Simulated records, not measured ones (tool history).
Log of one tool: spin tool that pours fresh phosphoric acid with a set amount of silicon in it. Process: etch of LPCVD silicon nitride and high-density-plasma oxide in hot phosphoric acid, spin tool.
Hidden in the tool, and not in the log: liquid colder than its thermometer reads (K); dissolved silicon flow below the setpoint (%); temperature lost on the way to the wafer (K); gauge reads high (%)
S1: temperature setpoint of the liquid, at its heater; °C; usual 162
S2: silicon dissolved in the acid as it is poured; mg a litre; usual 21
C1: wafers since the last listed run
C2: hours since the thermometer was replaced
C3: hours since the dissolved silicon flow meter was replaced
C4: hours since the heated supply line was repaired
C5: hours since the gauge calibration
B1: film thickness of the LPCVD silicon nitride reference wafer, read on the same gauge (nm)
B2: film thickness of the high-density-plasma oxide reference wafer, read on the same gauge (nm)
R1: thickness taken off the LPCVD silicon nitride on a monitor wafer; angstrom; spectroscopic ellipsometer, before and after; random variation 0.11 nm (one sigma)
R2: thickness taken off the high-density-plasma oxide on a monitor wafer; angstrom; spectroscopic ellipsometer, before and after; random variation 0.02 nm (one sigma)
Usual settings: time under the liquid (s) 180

run 1 day=0 | S1=162 S2=21 time_under_the_liquid_(s)=180 | C1=0 C2=1753.9 C3=1047.4 C4=4039.4 C5=649.2 | B1=80.02 B2=149.991 | R1=157.2 R2=5.57
run 2 day=1.129 | S1=162 S2=21 time_under_the_liquid_(s)=215 | C1=265 C2=1781 C3=1074.5 C4=4066.5 C5=676.3 | B1=80 B2=150.067 | R1=187.2 R2=6.72
run 3 day=2.508 | S1=162 S2=21 time_under_the_liquid_(s)=180 | C1=324 C2=1814.1 C3=1107.6 C4=4099.6 C5=709.4 | B1=80.01 B2=150.024 | R1=158.9 R2=5.7
run 4 day=3.788 | S1=162 S2=21 time_under_the_liquid_(s)=180 | C1=301 C2=1844.8 C3=1138.3 C4=4130.3 C5=740.1 | B1=80 B2=150.023 | R1=155.6 R2=5.76
run 5 day=6.454 | S1=160 S2=21 time_under_the_liquid_(s)=100 | C1=627 C2=1908.8 C3=1202.3 C4=4194.3 C5=804.1 | B1=79.98 B2=150.044 | R1=81.6 R2=2.63
run 6 day=8.558 | S1=160 S2=21 time_under_the_liquid_(s)=100 | C1=495 C2=1959.3 C3=1252.8 C4=4244.8 C5=854.6 | B1=80.01 B2=150.028 | R1=81.1 R2=2.68
run 7 day=9.679 | S1=160.5 S2=21 time_under_the_liquid_(s)=180 | C1=263 C2=1986.2 C3=1279.7 C4=4271.7 C5=881.5 | B1=79.96 B2=150.006 | R1=148.7 R2=5.13
-- day=10.017 heated supply line repaired
-- day=11.508 gauge calibrated
run 8 day=12.162 | S1=162 S2=21 time_under_the_liquid_(s)=180 | C1=574 C2=2045.8 C3=1339.3 C4=51.5 C5=15.7 | B1=79.97 B2=149.969 | R1=177.2 R2=7.6
run 9 day=13.354 | S1=162 S2=21 time_under_the_liquid_(s)=180 | C1=280 C2=2074.4 C3=1367.9 C4=80.1 C5=44.3 | B1=80.01 B2=150.017 | R1=177.3 R2=7.4
-- day=14.104 dissolved silicon flow meter replaced
run 10 day=14.796 | S1=162 S2=21 time_under_the_liquid_(s)=215 | C1=329 C2=2109 C3=16.6 C4=114.7 C5=78.9 | B1=80.01 B2=149.98 | R1=213.5 R2=8.72
run 11 day=17.325 | S1=159 S2=5 time_under_the_liquid_(s)=150 | C1=595 C2=2169.7 C3=77.3 C4=175.4 C5=139.6 | B1=80.01 B2=150.016 | R1=133.6 R2=7.08
run 12 day=18.742 | S1=164.5 S2=29.5 time_under_the_liquid_(s)=210 | C1=333 C2=2203.7 C3=111.3 C4=209.4 C5=173.6 | B1=80.01 B2=149.973 | R1=223.2 R2=7.4
-- day=19.629 thermometer replaced
run 13 day=20.638 | S1=159.5 S2=36.5 time_under_the_liquid_(s)=180 | C1=436 C2=24.2 C3=156.8 C4=254.9 C5=219.1 | B1=80.02 B2=149.973 | R1=163.2 R2=3.27
run 14 day=23.329 | S1=162 S2=21 time_under_the_liquid_(s)=275 | C1=633 C2=88.8 C3=221.4 C4=319.5 C5=283.7 | B1=79.99 B2=150.024 | R1=268.6 R2=11.45
run 15 day=24.425 | S1=164 S2=11.5 time_under_the_liquid_(s)=105 | C1=258 C2=115.1 C3=247.7 C4=345.8 C5=310 | B1=79.99 B2=150.067 | R1=108 R2=6.28
run 16 day=26.075 | S1=159.5 S2=36.5 time_under_the_liquid_(s)=180 | C1=388 C2=154.7 C3=287.3 C4=385.4 C5=349.6 | B1=80.02 B2=150.018 | R1=162.4 R2=3.4
run 17 day=27.479 | S1=163.5 S2=12.5 time_under_the_liquid_(s)=180 | C1=330 C2=188.4 C3=321 C4=419.1 C5=383.3 | B1=80 B2=149.999 | R1=186.5 R2=9.76
run 18 day=29.879 | S1=160.5 S2=21 time_under_the_liquid_(s)=140 | C1=565 C2=246 C3=378.6 C4=476.7 C5=440.9 | B1=80.02 B2=150.042 | R1=130.4 R2=5.03

Measured less the same run without the tool's hidden state. The same run-to-run variation is in both; the gauge's scatter may not be:
run=1 R1=-24.5 R2=-2.09
run=2 R1=-29.4 R2=-2.55
run=3 R1=-25.2 R2=-2.19
run=4 R1=-24.9 R2=-2.23
run=5 R1=-13.4 R2=-1.05
run=6 R1=-13.5 R2=-1.09
run=7 R1=-24.9 R2=-2.08
run=8 R1=-4.5 R2=-0.43
run=9 R1=-4.7 R2=-0.44
run=10 R1=-5.9 R2=-0.54
run=11 R1=-4 R2=-0.48
run=12 R1=-6.9 R2=-0.52
run=13 R1=-5.5 R2=-0.25
run=14 R1=-9.4 R2=-0.91
run=15 R1=-3.9 R2=-0.51
run=16 R1=-6.2 R2=-0.29
run=17 R1=-7.2 R2=-0.85
run=18 R1=-5.3 R2=-0.47

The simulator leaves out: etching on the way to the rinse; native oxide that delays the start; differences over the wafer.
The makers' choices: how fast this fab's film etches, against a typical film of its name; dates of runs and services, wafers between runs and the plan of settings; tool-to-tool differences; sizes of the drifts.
